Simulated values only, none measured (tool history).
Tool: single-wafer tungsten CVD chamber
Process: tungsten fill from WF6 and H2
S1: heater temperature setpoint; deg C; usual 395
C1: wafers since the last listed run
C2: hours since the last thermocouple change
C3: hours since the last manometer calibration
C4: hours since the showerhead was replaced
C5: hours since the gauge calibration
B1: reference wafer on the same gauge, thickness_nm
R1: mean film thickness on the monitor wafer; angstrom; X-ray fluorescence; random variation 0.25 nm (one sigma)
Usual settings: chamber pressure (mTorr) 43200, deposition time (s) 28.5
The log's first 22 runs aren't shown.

At hour 342.7: thermocouple changed; heater temperature recalibrated.
Run 23, hour 344.8: usual settings but chamber pressure (mTorr) 36400, deposition time (s) 24.6; C1 273; C2 2.1; C3 1673.5; C4 128.6; C5 196.4; B1 78.310. Result: R1 744.78 angstrom.
At hour 361.8: capacitance manometer re-zeroed and calibrated.
Run 24, hour 362.3: usual settings but S1 382 deg C, chamber pressure (mTorr) 48900, deposition time (s) 25.7; C1 309; C2 19.6; C3 0.5; C4 146.1; C5 213.9; B1 78.319. Result: R1 702.80 angstrom.
Run 25, hour 372.8: usual settings but S1 380 deg C, chamber pressure (mTorr) 47200, deposition time (s) 26.4; C1 342; C2 30.1; C3 11.0; C4 156.6; C5 224.4; B1 78.323. Result: R1 689.59 angstrom.
Run 26, hour 386.6: usual settings but S1 403 deg C, chamber pressure (mTorr) 51400, deposition time (s) 26.6; C1 449; C2 43.9; C3 24.8; C4 170.4; C5 238.2; B1 78.247. Result: R1 1050.07 angstrom.
Run 27, hour 393.7: usual settings; C1 231; C2 51.0; C3 31.9; C4 177.5; C5 245.3; B1 78.291. Result: R1 941.44 angstrom.
Run 28, hour 411.3: usual settings but chamber pressure (mTorr) 39500; C1 573; C2 68.6; C3 49.5; C4 195.1; C5 262.9; B1 78.307. Result: R1 912.32 angstrom.
Run 29, hour 423.3: usual settings but deposition time (s) 31.3; C1 391; C2 80.6; C3 61.5; C4 207.1; C5 274.9; B1 78.227. Result: R1 1032.18 angstrom.
At hour 434.6: gauge calibrated.
Run 30, hour 437.6: usual settings but S1 407 deg C, deposition time (s) 23.8; C1 466; C2 94.9; C3 75.8; C4 221.4; C5 3.0; B1 78.264. Result: R1 946.54 angstrom.
Run 31, hour 450.2: usual settings but S1 399 deg C, deposition time (s) 34.2; C1 410; C2 107.5; C3 88.4; C4 234.0; C5 15.6; B1 78.320. Result: R1 1203.09 angstrom.
Run 32, hour 461.0: usual settings but chamber pressure (mTorr) 37900, deposition time (s) 30.2; C1 352; C2 118.3; C3 99.2; C4 244.8; C5 26.4; B1 78.340. Result: R1 953.09 angstrom.
Run 33, hour 474.7: usual settings; C1 446; C2 132.0; C3 112.9; C4 258.5; C5 40.1; B1 78.256. Result: R1 933.81 angstrom.
Run 34, hour 487.6: usual settings but chamber pressure (mTorr) 52800; C1 420; C2 144.9; C3 125.8; C4 271.4; C5 53.0; B1 78.335. Result: R1 996.15 angstrom.
Run 35, hour 493.8: usual settings but chamber pressure (mTorr) 33700; C1 202; C2 151.1; C3 132.0; C4 277.6; C5 59.2; B1 78.230. Result: R1 866.72 angstrom.

Forecast each of these 3 alternatives for the next run:
Run A, hour 494.2: usual settings but S1 383 deg C; C1 13; C2 151.5; C3 132.4; C4 278.0; C5 59.6; B1 ?. Result: R1 ?.
Run B, hour 494.2: usual settings but S1 381 deg C, deposition time (s) 26.8; C1 13; C2 151.5; C3 132.4; C4 278.0; C5 59.6; B1 ?. Result: R1 ?.
Run C, hour 494.2: usual settings but S1 389 deg C, chamber pressure (mTorr) 36900, deposition time (s) 32.6; C1 13; C2 151.5; C3 132.4; C4 278.0; C5 59.6; B1 ?. Result: R1 ?.

run      B1      R1
  A  78.308  758.86
  B  78.308  688.83
  C  78.308  918.81
Without the tool's hidden state the same runs would have given:
run      R1
  A  759.99
  B  689.86
  C  920.20
